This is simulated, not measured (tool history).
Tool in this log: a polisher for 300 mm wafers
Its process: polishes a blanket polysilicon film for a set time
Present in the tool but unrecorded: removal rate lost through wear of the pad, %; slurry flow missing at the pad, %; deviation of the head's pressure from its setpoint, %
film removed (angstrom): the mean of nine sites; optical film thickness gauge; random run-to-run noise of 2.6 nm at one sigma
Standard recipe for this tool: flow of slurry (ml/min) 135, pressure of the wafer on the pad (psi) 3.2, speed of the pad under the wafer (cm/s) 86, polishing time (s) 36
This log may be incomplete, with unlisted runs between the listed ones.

run    hour  flow of slurry (ml/min)  pressure of the wafer on the pad (psi)  speed of the pad under the wafer (cm/s)  polishing time (s)  wafers since the last listed run  wafers polished on this pad  hours since the slurry nozzle was cleaned  hours since the head pressure was calibrated  incoming thickness of the incoming film, nm  film removed (angstrom)
  1     0.0                      135                                     3.2                                       86                  36                                 0                         1857                                      292.7                                         792.8                                       1036.7                     2214
  2    31.6                      135                                     3.2                                       86                  36                               418                         2276                                      324.3                                         824.4                                       1050.3                     2216
       37.8  -- slurry nozzle cleaned
  3    74.1                      165                                     3.2                                       86                  36                               550                         2826                                       36.3                                         866.9                                       1042.4                     2264
  4   112.3                      135                                     2.5                                       86                  36                               506                         3333                                       74.5                                         905.1                                       1037.1                     1691
  5   169.5                      135                                     3.9                                       86                  36                               758                         4091                                      131.7                                         962.3                                       1032.4                     2594
      182.5  -- worn pad replaced by a new one
  6   220.0                      135                                     3.9                                       86                  36                               616                          496                                      182.2                                        1012.8                                       1039.5                     2775
      249.1  -- head pressure recalibrated
  7   260.3                      135                                     3.9                                       86                  36                               507                         1004                                      222.5                                          11.2                                       1046.6                     2719
  8   306.0                      150                                     3.2                                       86                  36                               605                         1610                                      268.2                                          56.9                                       1026.7                     2232
      370.0  -- slurry nozzle cleaned
  9   398.4                      150                                     3.2                                       86                  36                              1211                         2822                                       28.4                                         149.3                                       1047.4                     2251
 10   433.8                      135                                     3.2                                       86                  36                               469                         3291                                       63.8                                         184.7                                       1046.2                     2168
      463.7  -- worn pad replaced by a new one
 11   500.6                      135                                     3.2                                       86                  36                               832                          489                                      130.6                                         251.5                                       1029.5                     2264
 12   549.8                      135                                     3.2                                       86                  36                               652                         1141                                      179.8                                         300.7                                       1039.7                     2235
 13   591.3                      135                                     3.2                                       86                  36                               550                         1692                                      221.3                                         342.2                                       1037.9                     2203
 14   658.6                      100                                     3.2                                       70                  36                               892                         2584                                      288.6                                         409.5                                       1046.6                     1709
      689.5  -- slurry nozzle cleaned
 15   695.5                      135                                     3.2                                       86                  36                               475                         3060                                        6.0                                         446.4                                       1038.1                     2151
      728.2  -- worn pad replaced by a new one
 16   741.3                       90                                     3.6                                       60                  46                               554                          174                                       51.8                                         492.2                                       1031.2                     2209
 17   804.6                      135                                     3.2                                       86                  36                               839                         1013                                      115.1                                         555.5                                       1053.3                     2267
 18   833.7                      100                                     3.5                                       86                  42                               385                         1399                                      144.2                                         584.6                                       1034.8                     2610
 19   886.5                      135                                     3.2                                       86                  36                               700                         2099                                      197.0                                         637.4                                       1039.7                     2208
 20   930.7                      135                                     3.8                                       86                  32                               586                         2685                                      241.2                                         681.6                                       1043.4                     2306
 21   960.4                      135                                     3.2                                       86                  36                               393                         3079                                      270.9                                         711.3                                       1019.8                     2176
     1015.8  -- worn pad replaced by a new one
 22  1028.5                      105                                     4.0                                      102                  36                               849                          167                                      339.0                                         779.4                                       1050.7                     3243
     1039.3  -- slurry nozzle cleaned
 23  1099.6                      100                                     3.5                                       86                  42                               929                         1097                                       60.3                                         850.5                                       1044.2                     2661
 24  1165.6                      135                                     3.2                                       86                  36                               875                         1972                                      126.3                                         916.5                                       1027.4                     2240
     1184.3  -- head pressure recalibrated
 25  1202.1                      160                                     3.2                                      102                  36                               457                         2429                                      162.8                                          17.8                                       1039.2                     2690
 26  1250.2                      175                                     3.2                                       86                  36                               637                         3067                                      210.9                                          65.9                                       1026.5                     2321

For run 27, what comes out?
     1320.8  -- worn pad replaced by a new one
 27  1321.3                      135                                     3.2                                      102                  36                               889                            6                                      282.0                                         137.0                                       1023.6                        ?

{"run 27": {"film removed (angstrom)": 2721}}
The same run, on a tool lacking any hidden state, would have yielded film removed (angstrom) 2744.
